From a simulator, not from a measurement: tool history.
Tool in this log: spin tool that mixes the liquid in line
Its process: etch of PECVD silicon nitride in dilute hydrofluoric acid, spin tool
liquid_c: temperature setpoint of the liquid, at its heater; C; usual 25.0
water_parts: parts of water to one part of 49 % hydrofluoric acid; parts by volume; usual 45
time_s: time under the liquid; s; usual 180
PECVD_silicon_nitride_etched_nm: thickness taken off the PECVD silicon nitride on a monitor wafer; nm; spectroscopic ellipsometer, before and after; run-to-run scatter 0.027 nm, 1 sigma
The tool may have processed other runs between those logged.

run,hour,liquid_c,water_parts,time_s,wafers since the last listed run,hours since the thermometer was replaced,hours since the hydrofluoric acid flow meter was replaced,hours since the gauge calibration,"read-back film thickness of the PECVD silicon nitride reference wafer, read on the same gauge (nm)",PECVD_silicon_nitride_etched_nm
1,0.0,25.0,60,180,0,257.5,2024.5,998.5,139.98,6.42
2,48.6,25.0,45,180,400,306.1,2073.1,1047.1,139.99,8.52
3,136.2,25.0,45,180,722,393.7,2160.7,1134.7,140.00,8.45
4,178.6,25.0,45,180,349,436.1,2203.1,1177.1,140.00,8.48
5,264.6,27.5,45,215,709,522.1,2289.1,1263.1,140.03,11.96
6,301.1,25.0,45,180,301,558.6,2325.6,1299.6,140.01,8.44
7,361.9,25.0,45,180,501,619.4,2386.4,1360.4,140.03,8.44
# hour 396.1: hydrofluoric acid flow meter replaced
8,461.9,25.0,45,180,816,719.4,65.8,1460.4,139.97,8.75
9,562.9,25.0,45,180,833,820.4,166.8,1561.4,140.00,8.71
10,609.1,25.0,45,180,381,866.6,213.0,1607.6,139.94,8.73
11,701.9,25.0,45,180,765,959.4,305.8,1700.4,139.96,8.72
12,783.4,25.0,45,245,672,1040.9,387.3,1781.9,140.00,11.86
13,852.4,21.5,45,85,569,1109.9,456.3,1850.9,139.98,3.27
14,899.4,22.0,45,180,387,1156.9,503.3,1897.9,139.97,7.11
15,971.0,27.0,45,115,590,1228.5,574.9,1969.5,140.01,6.38
16,1029.9,21.0,60,100,485,1287.4,633.8,2028.4,139.98,2.78
17,1132.7,22.5,35,180,848,1390.2,736.6,2131.2,140.00,9.32
# hour 1171.5: thermometer replaced
18,1206.3,25.0,45,180,598,34.8,810.2,2204.8,140.00,8.73
19,1292.2,25.0,45,180,708,120.7,896.1,2290.7,140.02,8.72
20,1384.5,25.0,65,180,761,213.0,988.4,2383.0,140.00,6.00
21,1488.4,25.0,45,105,857,316.9,1092.3,2486.9,140.02,5.02
# hour 1540.4: gauge calibrated
22,1553.7,30.0,45,210,538,382.2,1157.6,13.3,139.99,14.05
23,1615.4,25.0,45,180,509,443.9,1219.3,75.0,139.99,8.65
24,1686.5,21.5,45,145,586,515.0,1290.4,146.1,140.02,5.44
25,1759.5,25.0,45,180,602,588.0,1363.4,219.1,139.98,8.61
26,1867.0,27.5,60,180,886,695.5,1470.9,326.6,140.00,7.66
27,1934.1,28.0,40,180,553,762.6,1538.0,393.7,139.99,11.76
28,2012.1,28.0,45,180,643,840.6,1616.0,471.7,139.98,10.49
29,2090.8,25.0,45,180,649,919.3,1694.7,550.4,139.95,8.58
30,2161.2,25.0,45,260,580,989.7,1765.1,620.8,139.96,12.40
31,2225.6,25.0,45,180,531,1054.1,1829.5,685.2,140.03,8.57
32,2264.9,23.5,30,135,324,1093.4,1868.8,724.5,139.99,8.61
33,2354.2,21.5,40,180,736,1182.7,1958.1,813.8,139.97,7.56

Here are 3 independent what-if runs from the current tool condition. What would each one return?
A,2354.7,25.0,45,180,4,1183.2,1958.6,814.3,?,?
B,2354.7,21.5,55,260,4,1183.2,1958.6,814.3,?,?
C,2354.7,30.0,45,180,4,1183.2,1958.6,814.3,?,?

run,"read-back film thickness of the PECVD silicon nitride reference wafer, read on the same gauge (nm)",PECVD_silicon_nitride_etched_nm
A,139.98,8.61
B,139.98,8.06
C,139.98,11.96
Without the tool's unlogged condition, the same runs would have read:
run,PECVD_silicon_nitride_etched_nm
A,8.85
B,8.29
C,12.30

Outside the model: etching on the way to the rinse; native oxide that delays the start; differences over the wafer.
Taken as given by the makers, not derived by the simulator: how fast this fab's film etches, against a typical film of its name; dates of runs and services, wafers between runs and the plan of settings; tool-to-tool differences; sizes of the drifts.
